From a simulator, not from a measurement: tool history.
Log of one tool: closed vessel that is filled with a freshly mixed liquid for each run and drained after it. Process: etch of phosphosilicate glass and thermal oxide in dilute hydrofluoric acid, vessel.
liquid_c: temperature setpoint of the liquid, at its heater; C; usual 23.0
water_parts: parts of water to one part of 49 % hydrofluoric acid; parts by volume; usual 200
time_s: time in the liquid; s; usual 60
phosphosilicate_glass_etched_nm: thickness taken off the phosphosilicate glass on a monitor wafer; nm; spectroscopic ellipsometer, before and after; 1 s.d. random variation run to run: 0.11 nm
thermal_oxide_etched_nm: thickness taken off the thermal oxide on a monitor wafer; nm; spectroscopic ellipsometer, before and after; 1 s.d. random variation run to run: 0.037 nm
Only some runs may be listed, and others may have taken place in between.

run   hour  liquid_c  water_parts  time_s  read-back film thickness of the phosphosilicate glass reference wafer, read on the same gauge (nm)  read-back film thickness of the thermal oxide reference wafer, read on the same gauge (nm)  phosphosilicate_glass_etched_nm  thermal_oxide_etched_nm
  1    0.0      23.0          200      60                                                                                               59.98                                                                                      40.036                            36.38                    1.505
  2   30.5      23.0          200      60                                                                                               60.00                                                                                      40.013                            36.40                    1.460
  3   54.6      23.0          200      60                                                                                               59.99                                                                                      40.010                            36.41                    1.529
  4   82.8      23.0          200      60                                                                                               59.95                                                                                      40.011                            36.54                    1.456
  5  112.7      23.0          200      60                                                                                               59.98                                                                                      39.980                            36.47                    1.468
  6  125.5      23.0          200      60                                                                                               59.98                                                                                      40.016                            36.43                    1.469
  7  149.4      23.0          250      60                                                                                               60.00                                                                                      40.032                            27.68                    1.093
     152.2  -- gauge calibrated
  8  177.1      25.0          200      60                                                                                               59.98                                                                                      40.019                            39.48                    1.608
     194.1  -- hydrofluoric acid flow meter replaced
  9  195.1      25.0          200      60                                                                                               60.02                                                                                      39.978                            39.50                    1.547
 10  221.1      25.0          200      60                                                                                               59.98                                                                                      40.025                            39.35                    1.598
 11  246.0      21.0          200      60                                                                                               60.00                                                                                      39.983                            34.05                    1.445
 12  274.0      23.0          235      60                                                                                               59.99                                                                                      40.011                            30.11                    1.301
 13  305.1      27.0          200      70                                                                                               60.01                                                                                      39.979                            49.42                    2.141
 14  329.1      19.5          200      45                                                                                               60.04                                                                                      40.043                            24.26                    0.992
 15  354.7      23.0          135      60                                                                                               59.98                                                                                      39.946                            58.74                    2.418
 16  388.5      23.0          200      60                                                                                               59.98                                                                                      39.974                            36.93                    1.483
 17  445.8      28.0          175      80                                                                                               60.02                                                                                      40.049                            69.33                    2.785
 18  472.0      19.5          115      50                                                                                               59.99                                                                                      39.990                            51.49                    2.074
     487.4  -- thermometer replaced
 19  502.6      26.0          295      30                                                                                               59.97                                                                                      39.998                            11.59                    0.481
 20  533.8      23.0          200      60                                                                                               59.98                                                                                      39.978                            34.01                    1.428
 21  569.1      23.0          200      60                                                                                               60.01                                                                                      39.975                            34.08                    1.371
 22  599.5      18.0          255      85                                                                                               60.01                                                                                      40.010                            29.71                    1.214
 23  629.4      23.0          200      60                                                                                               59.99                                                                                      39.983                            34.11                    1.482
 24  648.4      18.5          200      60                                                                                               59.99                                                                                      40.054                            28.67                    1.176
 25  678.4      25.0          200      60                                                                                               60.01                                                                                      39.983                            36.78                    1.404
 26  697.1      28.0          200      30                                                                                               60.00                                                                                      40.021                            20.59                    0.811
 27  717.3      23.0          200      60                                                                                               59.99                                                                                      40.001                            34.21                    1.438

Hidden state, per run?
hydrofluoric acid flow above the setpoint (%): 0 in every run
gauge reads high (%): 0 in every run
H1: liquid hotter than its thermometer reads (K)
run      H1
  1    1.97
  2       2
  3    2.03
  4    2.05
  5    2.09
  6     2.1
  7    2.12
  8    2.15
  9    2.17
 10     2.2
 11    2.23
 12    2.25
 13    2.29
 14    2.31
 15    2.34
 16    2.37
 17    2.43
 18    2.46
 19  0.0992
 20   0.132
 21   0.169
 22     0.2
 23   0.232
 24   0.252
 25   0.283
 26   0.302
 27   0.324

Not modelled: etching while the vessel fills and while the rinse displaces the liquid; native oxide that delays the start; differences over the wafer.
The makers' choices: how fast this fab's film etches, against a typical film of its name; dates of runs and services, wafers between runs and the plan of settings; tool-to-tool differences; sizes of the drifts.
